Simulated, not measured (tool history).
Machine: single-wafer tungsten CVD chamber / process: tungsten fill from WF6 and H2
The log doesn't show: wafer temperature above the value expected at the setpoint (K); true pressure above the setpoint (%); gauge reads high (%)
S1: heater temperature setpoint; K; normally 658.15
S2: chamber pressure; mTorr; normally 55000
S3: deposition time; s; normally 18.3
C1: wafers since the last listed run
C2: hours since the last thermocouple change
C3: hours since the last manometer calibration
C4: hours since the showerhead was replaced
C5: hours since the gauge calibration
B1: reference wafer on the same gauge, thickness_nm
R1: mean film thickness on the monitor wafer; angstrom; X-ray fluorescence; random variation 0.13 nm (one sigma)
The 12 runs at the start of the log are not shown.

run     day      S1     S2    S3    C1      C2      C3      C4      C5      B1      R1
 13  23.604  658.15  55000  18.3  1457  2224.5  1623.8    2544  1285.7  48.293  560.58
 14   25.15  658.15  55000  18.3  1165  2261.6  1660.9  2581.1  1322.8  48.289  563.04
     26.021  -- capacitance manometer re-zeroed and calibrated
 15  27.017  658.15  55000  18.3  1155  2306.4    23.9  2625.9  1367.6  48.299  556.84
 16  28.933  658.15  55000  18.3  1444  2352.4    69.9  2671.9  1413.6  48.323  557.53
 17  31.292  658.15  55000  18.3  1777    2409   126.5  2728.5  1470.2  48.273  559.54
 18  32.408  658.15  47700  18.3   841  2435.8   153.3  2755.3    1497  48.312  514.65
     33.367  -- showerhead replaced
 19  37.217  664.15  45500  16.5  3373  2551.2   268.7    92.4  1612.4  48.267  516.82
 20  44.146  658.15  55000  18.3  5223  2717.5     435   258.7  1778.7   48.28  561.45
 21  46.967  658.15  43900  16.1  2126  2785.2   502.7   326.4  1846.4  48.288   436.8
     49.696  -- gauge calibrated
 22   49.95  658.15  58600  18.3  2249  2856.8   574.3     398     6.1  48.314  581.42
 23  51.229  645.15  44400  21.2   964  2887.5     605   428.7    36.8  48.286  431.08
     51.579  -- thermocouple changed; heater temperature recalibrated
 24  52.521  647.15  59600  21.9   722    22.6     636   459.7    67.8  48.267  511.96
 25  54.971  658.15  55000  18.3  1847    81.4   694.8   518.5   126.6  48.275  531.22
 26  57.754  658.15  55000  18.3  2098   148.2   761.6   585.3   193.4  48.268  530.61
 27  60.121  658.15  55000  18.3  1784     205   818.4   642.1   250.2  48.301  533.69
 28  63.071  652.15  42400  16.9  2224   275.8   889.2   712.9     321  48.301  373.72
 29  64.096  658.15  55000  18.3   772   300.4   913.8   737.5   345.6  48.301  534.66
 30  66.475  645.15  55000  18.3  1793   357.5   970.9   794.6   402.7  48.297  394.54
 31  69.404  646.15  68500  20.6  2208   427.8  1041.2   864.9     473  48.298  509.68
 32  70.575  658.15  49700  18.3   882   455.9  1069.3     893   501.1  48.315   506.7
 33  72.042  658.15  55000  18.3  1105   491.1  1104.5   928.2   536.3  48.333  538.51
 34  74.054  658.15  46700  18.3  1517   539.4  1152.8   976.5   584.6   48.28  492.12

Branching from run 34: 3 alternative next runs. What would each branch give?
  A  74.071  658.15  55000  18.3  12  539.8  1153.2  976.9  585   ?   ?
  B  74.071  643.15  55000  21.6  12  539.8  1153.2  976.9  585   ?   ?
  C  74.071  646.15  61300  18.3  12  539.8  1153.2  976.9  585   ?   ?

run      B1      R1
  A  48.323  537.35
  B  48.323  446.62
  C  48.323  429.67
With no hidden state in the tool, these same runs would have given:
run      R1
  A  527.31
  B     438
  C  421.54

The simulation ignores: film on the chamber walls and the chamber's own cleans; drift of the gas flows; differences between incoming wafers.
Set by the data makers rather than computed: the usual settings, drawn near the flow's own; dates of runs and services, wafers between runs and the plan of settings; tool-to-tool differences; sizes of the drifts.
